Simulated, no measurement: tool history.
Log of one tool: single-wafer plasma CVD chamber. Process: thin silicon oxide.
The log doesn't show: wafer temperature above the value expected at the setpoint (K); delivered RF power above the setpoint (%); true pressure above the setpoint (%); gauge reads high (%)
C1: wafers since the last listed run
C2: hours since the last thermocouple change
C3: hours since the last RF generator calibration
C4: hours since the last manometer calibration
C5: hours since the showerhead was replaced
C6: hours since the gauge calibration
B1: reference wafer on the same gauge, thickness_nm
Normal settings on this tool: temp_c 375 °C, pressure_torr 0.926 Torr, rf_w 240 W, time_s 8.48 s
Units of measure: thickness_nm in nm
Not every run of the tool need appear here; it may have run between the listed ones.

Run 1, hour 0.0: usual settings; C1 0; C2 1914.3; C3 1867.1; C4 1355.5; C5 3474.4; C6 380.8; B1 18.003. Result: thickness_nm 15.581 nm.
Run 2, hour 50.0: usual settings; C1 1340; C2 1964.3; C3 1917.1; C4 1405.5; C5 3524.4; C6 430.8; B1 18.002. Result: thickness_nm 15.498 nm.
Run 3, hour 89.4: usual settings; C1 1056; C2 2003.7; C3 1956.5; C4 1444.9; C5 3563.8; C6 470.2; B1 18.003. Result: thickness_nm 15.503 nm.
Run 4, hour 153.0: usual settings; C1 1705; C2 2067.3; C3 2020.1; C4 1508.5; C5 3627.4; C6 533.8; B1 18.011. Result: thickness_nm 15.560 nm.
Run 5, hour 178.9: usual settings; C1 694; C2 2093.2; C3 2046.0; C4 1534.4; C5 3653.3; C6 559.7; B1 18.019. Result: thickness_nm 15.490 nm.
Run 6, hour 246.8: usual settings; C1 1820; C2 2161.1; C3 2113.9; C4 1602.3; C5 3721.2; C6 627.6; B1 18.018. Result: thickness_nm 15.463 nm.
At hour 307.6: gauge calibrated.
Run 7, hour 310.5: usual settings; C1 1707; C2 2224.8; C3 2177.6; C4 1666.0; C5 3784.9; C6 2.9; B1 17.998. Result: thickness_nm 15.470 nm.
At hour 344.0: showerhead replaced.
Run 8, hour 344.5: usual settings; C1 697; C2 2258.8; C3 2211.6; C4 1700.0; C5 0.5; C6 36.9; B1 17.991. Result: thickness_nm 15.465 nm.
At hour 357.4: thermocouple changed; heater temperature recalibrated.
Run 9, hour 398.2: usual settings; C1 1225; C2 40.8; C3 2265.3; C4 1753.7; C5 54.2; C6 90.6; B1 17.994. Result: thickness_nm 15.448 nm.
Run 10, hour 467.7: usual settings; C1 1863; C2 110.3; C3 2334.8; C4 1823.2; C5 123.7; C6 160.1; B1 18.013. Result: thickness_nm 15.424 nm.
At hour 496.6: RF generator calibrated.
Run 11, hour 498.6: usual settings but pressure_torr 1.039 Torr; C1 613; C2 141.2; C3 2.0; C4 1854.1; C5 154.6; C6 191.0; B1 17.992. Result: thickness_nm 17.098 nm.
Run 12, hour 551.0: usual settings but temp_c 366 °C, rf_w 205 W; C1 1404; C2 193.6; C3 54.4; C4 1906.5; C5 207.0; C6 243.4; B1 17.985. Result: thickness_nm 14.935 nm.
At hour 579.2: capacitance manometer re-zeroed and calibrated.
Run 13, hour 591.5: usual settings but pressure_torr 1.153 Torr, time_s 7.89 s; C1 871; C2 234.1; C3 94.9; C4 12.3; C5 247.5; C6 283.9; B1 18.012. Result: thickness_nm 16.858 nm.
Run 14, hour 673.4: usual settings; C1 2195; C2 316.0; C3 176.8; C4 94.2; C5 329.4; C6 365.8; B1 18.008. Result: thickness_nm 15.897 nm.
Run 15, hour 736.1: usual settings but pressure_torr 0.819 Torr, rf_w 200 W; C1 1680; C2 378.7; C3 239.5; C4 156.9; C5 392.1; C6 428.5; B1 17.999. Result: thickness_nm 13.428 nm.
Run 16, hour 795.9: usual settings but temp_c 387 °C; C1 1603; C2 438.5; C3 299.3; C4 216.7; C5 451.9; C6 488.3; B1 18.015. Result: thickness_nm 15.710 nm.
Run 17, hour 822.8: usual settings but temp_c 367 °C, pressure_torr 1.141 Torr; C1 721; C2 465.4; C3 326.2; C4 243.6; C5 478.8; C6 515.2; B1 17.997. Result: thickness_nm 18.075 nm.
Run 18, hour 853.8: usual settings but temp_c 365 °C, pressure_torr 1.107 Torr, time_s 9.43 s; C1 831; C2 496.4; C3 357.2; C4 274.6; C5 509.8; C6 546.2; B1 17.987. Result: thickness_nm 19.888 nm.

What if the next run were any one of these 5? Each begins from the tool's condition after run 18:
Run A, hour 854.2: usual settings but time_s 9.24 s; C1 10; C2 496.8; C3 357.6; C4 275.0; C5 510.2; C6 546.6; B1 ?. Result: thickness_nm ?.
Run B, hour 854.2: usual settings but temp_c 390 °C, time_s 7.09 s; C1 10; C2 496.8; C3 357.6; C4 275.0; C5 510.2; C6 546.6; B1 ?. Result: thickness_nm ?.
Run C, hour 854.2: usual settings but rf_w 210 W; C1 10; C2 496.8; C3 357.6; C4 275.0; C5 510.2; C6 546.6; B1 ?. Result: thickness_nm ?.
Run D, hour 854.2: usual settings but rf_w 210 W, time_s 7.23 s; C1 10; C2 496.8; C3 357.6; C4 275.0; C5 510.2; C6 546.6; B1 ?. Result: thickness_nm ?.
Run E, hour 854.2: usual settings but temp_c 364 °C, rf_w 205 W, time_s 7.26 s; C1 10; C2 496.8; C3 357.6; C4 275.0; C5 510.2; C6 546.6; B1 ?. Result: thickness_nm ?.

run      B1  thickness_nm
  A  17.991        17.173
  B  17.991        13.070
  C  17.991        14.883
  D  17.991        12.694
  E  17.991        12.689
Without the tool's hidden state the same runs would have given:
run  thickness_nm
  A        17.318
  B        13.181
  C        15.017
  D        12.808
  E        12.804

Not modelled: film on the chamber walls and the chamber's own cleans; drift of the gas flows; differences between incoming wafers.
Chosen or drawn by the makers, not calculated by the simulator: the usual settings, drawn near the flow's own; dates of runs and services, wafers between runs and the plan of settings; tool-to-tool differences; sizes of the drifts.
